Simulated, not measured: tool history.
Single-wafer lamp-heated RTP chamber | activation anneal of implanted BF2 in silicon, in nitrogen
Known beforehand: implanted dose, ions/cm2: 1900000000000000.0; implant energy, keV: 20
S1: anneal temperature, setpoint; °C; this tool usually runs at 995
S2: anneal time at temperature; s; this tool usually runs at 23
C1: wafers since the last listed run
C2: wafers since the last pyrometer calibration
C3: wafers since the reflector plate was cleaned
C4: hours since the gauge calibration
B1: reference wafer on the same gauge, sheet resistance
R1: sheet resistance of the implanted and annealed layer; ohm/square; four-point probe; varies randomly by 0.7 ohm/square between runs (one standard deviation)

Run 1, hour 0: usual settings; C1 0; C2 811; C3 13650; C4 98.7; B1 196. Result: R1 173.04 ohm/square.
Run 2, hour 17.5: usual settings; C1 156; C2 967; C3 13807; C4 116.2; B1 196.02. Result: R1 172.3 ohm/square.
Run 3, hour 47.9: usual settings; C1 271; C2 1238; C3 14078; C4 146.6; B1 196.04. Result: R1 170.42 ohm/square.
Run 4, hour 78.8: usual settings; C1 275; C2 1514; C3 14353; C4 177.5; B1 195.77. Result: R1 170.76 ohm/square.
Run 5, hour 105.1: usual settings; C1 234; C2 1748; C3 14588; C4 203.8; B1 196.05. Result: R1 169.04 ohm/square.
At hour 109.8: gauge calibrated.
Run 6, hour 123.5: usual settings; C1 164; C2 1913; C3 14752; C4 13.7; B1 195.98. Result: R1 168.62 ohm/square.
At hour 143.8: pyrometer window cleaned and pyrometer calibrated.
Run 7, hour 156.2: usual settings; C1 220; C2 110; C3 14973; C4 46.4; B1 196. Result: R1 171.19 ohm/square.
Run 8, hour 177.9: usual settings; C1 193; C2 303; C3 15166; C4 68.1; B1 195.88. Result: R1 171.14 ohm/square.
Run 9, hour 199.1: usual settings but S1 983 °C, S2 14 s; C1 189; C2 493; C3 15355; C4 89.3; B1 195.93. Result: R1 202.95 ohm/square.
At hour 214.8: reflector plate cleaned.
Run 10, hour 223.2: usual settings but S1 973 °C, S2 36 s; C1 143; C2 636; C3 74; C4 113.4; B1 196.01. Result: R1 193.56 ohm/square.
Run 11, hour 246.2: usual settings but S2 11 s; C1 205; C2 841; C3 280; C4 136.4; B1 196.06. Result: R1 189.08 ohm/square.
Run 12, hour 268.8: usual settings but S2 33 s; C1 201; C2 1043; C3 481; C4 159; B1 195.98. Result: R1 158.84 ohm/square.
Run 13, hour 293.2: usual settings; C1 217; C2 1261; C3 699; C4 183.4; B1 195.74. Result: R1 169.44 ohm/square.
Run 14, hour 323.4: usual settings but S1 967 °C; C1 269; C2 1530; C3 968; C4 213.6; B1 195.95. Result: R1 212.63 ohm/square.
Run 15, hour 336.4: usual settings; C1 115; C2 1646; C3 1084; C4 226.6; B1 195.81. Result: R1 169.21 ohm/square.
At hour 351.6: gauge calibrated.
Run 16, hour 352.8: usual settings but S2 29 s; C1 146; C2 1792; C3 1231; C4 1.2; B1 195.99. Result: R1 160.51 ohm/square.
Run 17, hour 365.6: usual settings but S1 982 °C; C1 114; C2 1907; C3 1345; C4 14; B1 195.99. Result: R1 185.98 ohm/square.

The logged runs with the hidden state left out (each run's random variation unchanged):
The tool's hidden condition here consists of: true wafer temperature minus pyrometer reading, K; wafer temperature error from the tarnished reflector plate, K; gauge reads high (%).
run      R1
  1  174.09
  2  173.69
  3  172.55
  4  173.85
  5  173.06
  6  173.39
  7  172.92
  8  172.97
  9  205.02
 10   196.4
 11  191.61
 12  162.09
 13  173.37
 14  218.43
 15  174.62
 16  166.53
 17  193.14

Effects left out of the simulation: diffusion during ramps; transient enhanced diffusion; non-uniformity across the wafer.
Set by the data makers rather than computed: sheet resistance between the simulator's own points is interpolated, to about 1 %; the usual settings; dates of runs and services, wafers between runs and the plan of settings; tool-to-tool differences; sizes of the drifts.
